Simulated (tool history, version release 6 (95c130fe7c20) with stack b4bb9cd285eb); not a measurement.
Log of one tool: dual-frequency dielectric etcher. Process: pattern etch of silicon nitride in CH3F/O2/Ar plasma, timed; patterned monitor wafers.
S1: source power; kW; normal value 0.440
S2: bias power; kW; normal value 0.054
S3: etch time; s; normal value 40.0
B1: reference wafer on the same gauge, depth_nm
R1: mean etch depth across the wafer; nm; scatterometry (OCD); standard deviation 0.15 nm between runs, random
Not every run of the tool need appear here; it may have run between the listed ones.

run 1 hour=0.0 | S1=0.440 S2=0.054 S3=40.0 | B1=24.62 | R1=25.60
run 2 hour=80.2 | S1=0.440 S2=0.054 S3=40.0 | B1=24.61 | R1=25.59
run 3 hour=142.3 | S1=0.440 S2=0.054 S3=40.0 | B1=24.63 | R1=25.35
run 4 hour=228.0 | S1=0.380 S2=0.054 S3=40.0 | B1=24.58 | R1=24.39
run 5 hour=313.4 | S1=0.380 S2=0.054 S3=40.0 | B1=24.61 | R1=24.10
run 6 hour=374.9 | S1=0.380 S2=0.054 S3=40.0 | B1=24.64 | R1=24.05
run 7 hour=420.6 | S1=0.440 S2=0.054 S3=48.0 | B1=24.57 | R1=29.92
-- hour=495.1 gauge calibrated
run 8 hour=500.9 | S1=0.540 S2=0.043 S3=34.0 | B1=24.59 | R1=20.76
-- hour=534.9 wet clean of the chamber
run 9 hour=579.1 | S1=0.440 S2=0.054 S3=40.0 | B1=24.66 | R1=25.71
run 10 hour=619.1 | S1=0.520 S2=0.040 S3=34.0 | B1=24.58 | R1=21.16
run 11 hour=657.1 | S1=0.410 S2=0.054 S3=40.0 | B1=24.65 | R1=24.85
run 12 hour=761.1 | S1=0.440 S2=0.062 S3=35.0 | B1=24.55 | R1=23.19
-- hour=827.8 upper electrode replaced
run 13 hour=840.4 | S1=0.440 S2=0.059 S3=33.0 | B1=24.55 | R1=21.42
run 14 hour=922.1 | S1=0.440 S2=0.040 S3=40.0 | B1=24.55 | R1=23.16
run 15 hour=1022.9 | S1=0.440 S2=0.054 S3=40.0 | B1=24.59 | R1=24.79
run 16 hour=1104.2 | S1=0.440 S2=0.054 S3=40.0 | B1=24.64 | R1=24.64
run 17 hour=1157.2 | S1=0.440 S2=0.066 S3=40.0 | B1=24.53 | R1=25.98
-- hour=1166.5 source power generator calibrated
run 18 hour=1264.9 | S1=0.440 S2=0.044 S3=33.0 | B1=24.57 | R1=19.10
-- hour=1325.8 wet clean of the chamber
run 19 hour=1326.3 | S1=0.440 S2=0.047 S3=40.0 | B1=24.58 | R1=25.06
run 20 hour=1424.8 | S1=0.440 S2=0.054 S3=40.0 | B1=24.65 | R1=25.67
run 21 hour=1479.9 | S1=0.440 S2=0.054 S3=40.0 | B1=24.54 | R1=25.45
run 22 hour=1583.8 | S1=0.470 S2=0.054 S3=43.0 | B1=24.64 | R1=27.43
run 23 hour=1688.3 | S1=0.370 S2=0.066 S3=35.5 | B1=24.60 | R1=22.49
run 24 hour=1734.0 | S1=0.440 S2=0.054 S3=40.0 | B1=24.60 | R1=24.93
run 25 hour=1797.3 | S1=0.500 S2=0.054 S3=40.0 | B1=24.58 | R1=25.74
-- hour=1933.2 wet clean of the chamber
run 26 hour=2114.6 | S1=0.440 S2=0.066 S3=44.0 | B1=24.64 | R1=29.47
run 27 hour=2186.9 | S1=0.540 S2=0.068 S3=47.0 | B1=24.58 | R1=33.37
-- hour=2260.5 gauge calibrated
run 28 hour=2279.2 | S1=0.510 S2=0.065 S3=40.0 | B1=24.57 | R1=27.39
run 29 hour=2359.5 | S1=0.440 S2=0.054 S3=40.0 | B1=24.64 | R1=25.09

Forecast each of these 4 alternatives for the next run:
run A hour=2359.9 | S1=0.440 S2=0.061 S3=40.0 | B1=? | R1=?
run B hour=2359.9 | S1=0.390 S2=0.063 S3=35.5 | B1=? | R1=?
run C hour=2359.9 | S1=0.370 S2=0.054 S3=40.0 | B1=? | R1=?
run D hour=2359.9 | S1=0.500 S2=0.063 S3=30.5 | B1=? | R1=?

run=A B1=24.65 R1=25.71
run=B B1=24.65 R1=22.38
run=C B1=24.65 R1=23.90
run=D B1=24.65 R1=20.41
With the hidden condition removed and each run's random variation left untouched, the same runs would have given:
run=A R1=26.56
run=B R1=23.12
run=C R1=24.69
run=D R1=21.09

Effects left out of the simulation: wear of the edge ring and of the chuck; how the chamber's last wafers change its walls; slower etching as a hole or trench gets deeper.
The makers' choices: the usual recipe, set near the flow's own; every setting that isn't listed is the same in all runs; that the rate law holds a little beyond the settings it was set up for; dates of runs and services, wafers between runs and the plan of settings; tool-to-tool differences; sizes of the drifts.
